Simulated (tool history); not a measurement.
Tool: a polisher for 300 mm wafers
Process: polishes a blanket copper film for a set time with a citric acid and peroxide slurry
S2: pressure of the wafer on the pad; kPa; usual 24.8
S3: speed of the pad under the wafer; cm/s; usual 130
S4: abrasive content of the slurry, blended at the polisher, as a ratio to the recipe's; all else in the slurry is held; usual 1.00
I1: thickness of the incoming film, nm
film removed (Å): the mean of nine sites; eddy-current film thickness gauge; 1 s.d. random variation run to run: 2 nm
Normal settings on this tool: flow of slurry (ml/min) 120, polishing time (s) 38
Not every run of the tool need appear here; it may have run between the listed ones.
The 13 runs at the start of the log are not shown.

Run 14, hour 663.3: usual settings but flow of slurry (ml/min) 135; I1 698.6. Result: film removed (Å) 1499.
Run 15, hour 728.0: usual settings; I1 700.0. Result: film removed (Å) 1440.
Run 16, hour 764.4: usual settings but flow of slurry (ml/min) 90, S3 100 cm/s, S4 1.10, polishing time (s) 27; I1 698.2. Result: film removed (Å) 790.
At hour 800.8: worn pad replaced by a new one.
Run 17, hour 808.8: usual settings; I1 684.8. Result: film removed (Å) 1442.
Run 18, hour 875.5: usual settings but S3 112 cm/s; I1 699.3. Result: film removed (Å) 1294.
Run 19, hour 918.9: usual settings but flow of slurry (ml/min) 140, S2 16.5 kPa, polishing time (s) 47; I1 698.3. Result: film removed (Å) 1468.
Run 20, hour 968.0: usual settings but S3 90 cm/s; I1 697.3. Result: film removed (Å) 1125.
At hour 1041.7: slurry nozzle cleaned.
At hour 1086.1: head pressure recalibrated.
At hour 1100.9: slurry blender recalibrated.
Run 21, hour 1180.1: usual settings but S2 31.0 kPa, S3 168 cm/s; I1 710.2. Result: film removed (Å) 2018.
Run 22, hour 1249.7: usual settings but flow of slurry (ml/min) 80, S3 90 cm/s; I1 695.8. Result: film removed (Å) 948.
Run 23, hour 1311.8: usual settings but polishing time (s) 45; I1 697.8. Result: film removed (Å) 1705.
At hour 1332.3: worn pad replaced by a new one.
Run 24, hour 1374.2: usual settings but S2 33.8 kPa, S3 144 cm/s; I1 699.0. Result: film removed (Å) 1800.
Run 25, hour 1435.5: usual settings but flow of slurry (ml/min) 140, S2 28.3 kPa, S3 154 cm/s, S4 1.15; I1 686.0. Result: film removed (Å) 1800.
Run 26, hour 1473.1: usual settings but polishing time (s) 29; I1 702.0. Result: film removed (Å) 1044.
Run 27, hour 1521.2: usual settings; I1 702.2. Result: film removed (Å) 1348.
Run 28, hour 1545.6: usual settings; I1 693.7. Result: film removed (Å) 1329.
At hour 1569.3: slurry nozzle cleaned.
At hour 1574.2: slurry blender recalibrated.
Run 29, hour 1601.5: usual settings but flow of slurry (ml/min) 155, S3 176 cm/s, S4 0.90, polishing time (s) 51; I1 710.7. Result: film removed (Å) 2543.
Run 30, hour 1655.6: usual settings; I1 692.4. Result: film removed (Å) 1493.

Here are 4 independent what-if runs from the current tool condition. What would each one return?
Run A, hour 1656.0: usual settings; I1 688.3. Result: film removed (Å) ?.
Run B, hour 1656.0: usual settings but S2 20.0 kPa, S4 0.90; I1 688.3. Result: film removed (Å) ?.
Run C, hour 1656.0: usual settings but flow of slurry (ml/min) 85, S2 28.3 kPa; I1 688.3. Result: film removed (Å) ?.
Run D, hour 1656.0: usual settings but flow of slurry (ml/min) 105, S2 22.1 kPa, S3 110 cm/s, S4 0.90; I1 688.3. Result: film removed (Å) ?.

run  film removed (Å)
  A              1479
  B              1289
  C              1368
  D              1161
Had the tool no hidden state, the same runs would have come out as:
run  film removed (Å)
  A              1482
  B              1292
  C              1371
  D              1164
